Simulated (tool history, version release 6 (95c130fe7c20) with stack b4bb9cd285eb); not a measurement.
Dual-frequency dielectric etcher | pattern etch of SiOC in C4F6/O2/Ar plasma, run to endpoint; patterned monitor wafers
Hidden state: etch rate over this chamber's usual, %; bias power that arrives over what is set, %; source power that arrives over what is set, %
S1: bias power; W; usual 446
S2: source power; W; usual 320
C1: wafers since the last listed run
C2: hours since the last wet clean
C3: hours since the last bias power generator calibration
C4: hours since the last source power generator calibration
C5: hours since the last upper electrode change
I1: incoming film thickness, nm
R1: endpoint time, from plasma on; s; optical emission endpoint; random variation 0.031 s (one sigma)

run   hour   S1   S2   C1     C2      C3      C4      C5     I1    R1
  1      0  446  270    0  329.3  4110.4  1622.9  2772.3  27.23  10.8
  2    7.7  446  270   76    337  4118.1  1630.6    2780  27.25  10.8
  3   23.8  446  320  159  353.1  4134.2  1646.7  2796.1  27.06    10
  4   38.9  446  320  149  368.2  4149.3  1661.8  2811.2  27.33  10.2
  5   84.1  446  320  447  413.4  4194.5    1707  2856.4  26.93    10
      92.3  -- bias power generator calibrated
  6  101.8  446  350  135  431.1     9.5  1724.7  2874.1  27.31   9.8
  7  108.7  446  350   68    438    16.4  1731.6    2881  27.33   9.7
  8  123.1  446  350  142  452.4    30.8    1746  2895.4  27.15   9.8
     156.9  -- upper electrode replaced
  9  157.4  446  320  102  486.7    65.1  1780.3     0.5  27.22    10
 10  157.7  446  320    2    487    65.4  1780.6     0.8  27.21  10.1
 11    158  446  320    2  487.3    65.7  1780.9     1.1  27.37  10.1
 12    164  380  350   59  493.3    71.7  1786.9     7.1  27.18  10.1
 13  171.1  343  350   70  500.4    78.8    1794    14.2  26.94  10.2
     202.1  -- source power generator calibrated
     211.1  -- wet clean of the chamber
 14  211.6  358  240  272    0.5   119.3     9.5    54.7   26.9  12.2
 15  211.9  446  320    2    0.8   119.6     9.8      55  27.11  10.5
 16  212.2  391  250    2    1.1   119.9    10.1    55.3  26.88  11.8
 17  228.2  397  360  158   17.1   135.9    26.1    71.3   26.9  10.2
 18  238.5  499  280  102   27.4   146.2    36.4    81.6  27.13  10.6
 19  252.4  540  360  137   41.3   160.1    50.3    95.5  26.93   9.4
 20  264.9  482  370  123   53.8   172.6    62.8     108  27.24   9.7
 21  271.3  488  260   63   60.2     179    69.2   114.4  27.03  10.9

The same runs without the tool's hidden state, with the same run-to-run variation:
run    R1
  1  11.1
  2  11.1
  3  10.4
  4  10.5
  5  10.4
  6  10.2
  7  10.2
  8  10.2
  9  10.5
 10  10.5
 11  10.6
 12  10.6
 13  10.6
 14  12.1
 15  10.4
 16  11.7
 17  10.2
 18  10.6
 19   9.4
 20   9.8
 21  10.9
